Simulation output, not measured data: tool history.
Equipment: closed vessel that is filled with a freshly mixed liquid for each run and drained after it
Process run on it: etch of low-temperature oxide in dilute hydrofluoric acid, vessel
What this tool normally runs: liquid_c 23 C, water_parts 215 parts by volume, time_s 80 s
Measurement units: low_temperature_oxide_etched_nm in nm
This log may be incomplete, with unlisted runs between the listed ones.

run   hour  liquid_c  water_parts  time_s  wafers since the last listed run  hours since the thermometer was replaced  hours since the hydrofluoric acid flow meter was replaced  hours since the gauge calibration  read-back film thickness of the low-temperature oxide reference wafer, read on the same gauge (nm)  low_temperature_oxide_etched_nm
  1    0.0        23          215      60                                 0                                     634.1                                                     1609.2                              161.9                                                                                              140.00                             3.98
  2   29.4        23          215      80                              3897                                     663.5                                                     1638.6                              191.3                                                                                              139.99                             5.34
  3   57.1        23          215      80                              3672                                     691.2                                                     1666.3                              219.0                                                                                              140.01                             5.36
  4   79.7        23          215      80                              2996                                     713.8                                                     1688.9                              241.6                                                                                              139.98                             5.33
  5  110.7        23          215      80                              4109                                     744.8                                                     1719.9                              272.6                                                                                              140.01                             5.35
     121.3  -- gauge calibrated
  6  125.4        23          215      80                              1948                                     759.5                                                     1734.6                                4.1                                                                                              140.01                             5.34
  7  151.9        23          215      80                              3513                                     786.0                                                     1761.1                               30.6                                                                                              140.02                             5.33

What does the tool deliver on the next run?
  8  175.0        25          150      80                              3062                                     809.1                                                     1784.2                               53.7                                                                                                   ?                                ?

read-back film thickness of the low-temperature oxide reference wafer, read on the same gauge (nm): 139.97
low_temperature_oxide_etched_nm: 8.82 nm
If the tool had no hidden condition, the same run with the same run-to-run variation would have returned low_temperature_oxide_etched_nm 8.82 nm.
